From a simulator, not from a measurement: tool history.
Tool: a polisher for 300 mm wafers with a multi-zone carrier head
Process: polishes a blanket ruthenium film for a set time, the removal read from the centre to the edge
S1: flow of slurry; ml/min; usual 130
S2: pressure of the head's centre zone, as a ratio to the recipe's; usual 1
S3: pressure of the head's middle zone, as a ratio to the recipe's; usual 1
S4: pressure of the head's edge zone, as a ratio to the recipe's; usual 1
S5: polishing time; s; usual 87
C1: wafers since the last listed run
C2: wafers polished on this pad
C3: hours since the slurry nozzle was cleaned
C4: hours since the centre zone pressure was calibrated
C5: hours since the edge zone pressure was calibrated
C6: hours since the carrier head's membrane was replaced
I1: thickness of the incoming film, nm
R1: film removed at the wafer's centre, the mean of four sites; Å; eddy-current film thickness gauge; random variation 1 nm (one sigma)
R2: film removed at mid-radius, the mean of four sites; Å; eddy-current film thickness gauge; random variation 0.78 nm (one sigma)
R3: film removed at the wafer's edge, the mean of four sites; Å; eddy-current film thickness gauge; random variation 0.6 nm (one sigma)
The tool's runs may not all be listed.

{"run": 1, "hour": 0.0, "S1": 130, "S2": 1, "S3": 1, "S4": 1, "S5": 87, "C1": 0, "C2": 682, "C3": 316.6, "C4": 221.9, "C5": 1462.0, "C6": 565.0, "I1": 333.5, "R1": 853, "R2": 875, "R3": 883}
{"run": 2, "hour": 15.9, "S1": 130, "S2": 1, "S3": 1, "S4": 1, "S5": 87, "C1": 128, "C2": 810, "C3": 332.5, "C4": 237.8, "C5": 1477.9, "C6": 580.9, "I1": 330.5, "R1": 844, "R2": 872, "R3": 891}
{"run": 3, "hour": 28.5, "S1": 130, "S2": 1, "S3": 1, "S4": 1, "S5": 87, "C1": 101, "C2": 912, "C3": 345.1, "C4": 250.4, "C5": 1490.5, "C6": 593.5, "I1": 328.8, "R1": 835, "R2": 866, "R3": 883}
{"run": 4, "hour": 37.3, "S1": 145, "S2": 1, "S3": 1, "S4": 1, "S5": 87, "C1": 71, "C2": 984, "C3": 353.9, "C4": 259.2, "C5": 1499.3, "C6": 602.3, "I1": 326.1, "R1": 862, "R2": 905, "R3": 889}
{"run": 5, "hour": 52.3, "S1": 145, "S2": 1, "S3": 1, "S4": 1, "S5": 87, "C1": 121, "C2": 1105, "C3": 368.9, "C4": 274.2, "C5": 1514.3, "C6": 617.3, "I1": 328.2, "R1": 851, "R2": 898, "R3": 909}
{"run": 6, "hour": 61.4, "S1": 145, "S2": 1, "S3": 1, "S4": 1, "S5": 87, "C1": 73, "C2": 1179, "C3": 378.0, "C4": 283.3, "C5": 1523.4, "C6": 626.4, "I1": 327.2, "R1": 851, "R2": 896, "R3": 898}
{"hour": 72.3, "done": "edge zone pressure recalibrated"}
{"run": 7, "hour": 73.7, "S1": 130, "S2": 1, "S3": 1, "S4": 1, "S5": 68, "C1": 83, "C2": 1262, "C3": 390.3, "C4": 295.6, "C5": 1.4, "C6": 638.7, "I1": 333.1, "R1": 646, "R2": 690, "R3": 692}
{"hour": 78.6, "done": "worn pad replaced by a new one"}
{"hour": 111.3, "done": "carrier head's membrane replaced by a new one"}
{"hour": 113.4, "done": "centre zone pressure recalibrated"}
{"run": 8, "hour": 121.0, "S1": 130, "S2": 1, "S3": 1, "S4": 1, "S5": 68, "C1": 293, "C2": 286, "C3": 437.6, "C4": 7.6, "C5": 48.7, "C6": 9.7, "I1": 331.7, "R1": 795, "R2": 686, "R3": 689}
{"run": 9, "hour": 130.1, "S1": 130, "S2": 1, "S3": 1, "S4": 1, "S5": 68, "C1": 73, "C2": 360, "C3": 446.7, "C4": 16.7, "C5": 57.8, "C6": 18.8, "I1": 329.7, "R1": 822, "R2": 688, "R3": 696}

The next listed run, before its measurement:
{"run": 10, "hour": 139.0, "S1": 130, "S2": 1, "S3": 1, "S4": 1, "S5": 68, "C1": 72, "C2": 432, "C3": 455.6, "C4": 25.6, "C5": 66.7, "C6": 27.7, "I1": 330.7, "R1": "?", "R2": "?", "R3": "?"}

R1: 816 Å
R2: 681 Å
R3: 693 Å
Without the tool's hidden state the same run would have given R1 706 Å, R2 682 Å, R3 693 Å.

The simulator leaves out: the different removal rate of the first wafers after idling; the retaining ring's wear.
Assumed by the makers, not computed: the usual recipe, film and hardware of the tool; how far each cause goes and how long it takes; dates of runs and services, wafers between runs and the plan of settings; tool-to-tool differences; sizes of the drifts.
